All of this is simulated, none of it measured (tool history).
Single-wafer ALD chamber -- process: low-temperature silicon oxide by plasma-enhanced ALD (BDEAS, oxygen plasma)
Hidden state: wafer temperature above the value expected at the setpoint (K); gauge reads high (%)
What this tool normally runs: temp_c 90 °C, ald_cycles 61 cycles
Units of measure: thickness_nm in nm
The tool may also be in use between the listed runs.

run	day	temp_c	ald_cycles	wafers since the last listed run	hours since the last thermocouple change	hours since the gauge calibration	read-back reference wafer on the same gauge, thickness_nm	thickness_nm
1	0	80	61	0	1511.8	1365.5	10.78	10.517
# day 1.55: gauge calibrated
2	2.383	80	61	177	1569	20	10.784	10.461
3	4.558	98	61	161	1621.2	72.2	10.779	9.808
4	6.058	90	61	111	1657.2	108.2	10.772	10.117
5	7.596	90	61	114	1694.1	145.1	10.781	10.114
6	9.804	90	61	164	1747.1	198.1	10.808	10.138
7	12.296	90	61	185	1806.9	257.9	10.781	10.119
8	13.75	90	61	108	1841.8	292.8	10.773	10.149
9	15.583	90	61	136	1885.8	336.8	10.773	10.139
10	18.346	90	61	205	1952.1	403.1	10.785	10.104
11	21.15	90	61	208	2019.4	470.4	10.77	10.13
12	22.312	90	61	86	2047.3	498.3	10.781	10.084
13	24.771	93	61	182	2106.3	557.3	10.753	10.024
14	26.146	93	61	102	2139.3	590.3	10.771	10.007
# day 26.971: thermocouple changed; heater temperature recalibrated
15	28.075	93	61	118	26.5	636.6	10.786	9.717
16	29.1	81	51	76	51.1	661.2	10.774	8.594
17	31.683	81	58	192	113.1	723.2	10.778	9.784
18	34.658	86	51	221	184.5	794.6	10.782	8.433
19	36.879	81	57	165	237.8	847.9	10.78	9.577
20	42.054	90	61	385	362	972.1	10.781	9.973
21	44.325	78	71	169	416.5	1026.6	10.786	12.104
22	47.142	90	61	209	484.1	1094.2	10.765	10.024
23	48.192	80	67	78	509.3	1119.4	10.798	11.349
# day 49.412: gauge calibrated
24	49.45	90	61	93	539.5	0.9	10.789	10.002
25	50.538	95	65	80	565.6	27	10.794	10.461
26	52.254	90	61	127	606.8	68.2	10.78	9.97
27	55.221	86	61	220	678	139.4	10.772	10.223
28	57.017	90	61	133	721.1	182.5	10.773	10.076
29	59.754	76	72	203	786.8	248.2	10.782	12.438
30	65.625	81	51	436	927.7	389.1	10.762	8.673
31	68.279	103	55	197	991.4	452.8	10.781	8.618

State the hidden condition of the tool at each of the runs:
gauge reads high (%): 0, the same for each run
H1: wafer temperature above the value expected at the setpoint (K)
run	H1
1	-5.79
2	-5.85
3	-5.9
4	-5.94
5	-5.97
6	-6.01
7	-6.06
8	-6.09
9	-6.12
10	-6.16
11	-6.2
12	-6.22
13	-6.25
14	-6.26
15	0.242
16	0.0445
17	-0.427
18	-0.923
19	-1.26
20	-1.97
21	-2.24
22	-2.56
23	-2.66
24	-2.79
25	-2.9
26	-3.06
27	-3.31
28	-3.45
29	-3.66
30	-4.03
31	-4.18

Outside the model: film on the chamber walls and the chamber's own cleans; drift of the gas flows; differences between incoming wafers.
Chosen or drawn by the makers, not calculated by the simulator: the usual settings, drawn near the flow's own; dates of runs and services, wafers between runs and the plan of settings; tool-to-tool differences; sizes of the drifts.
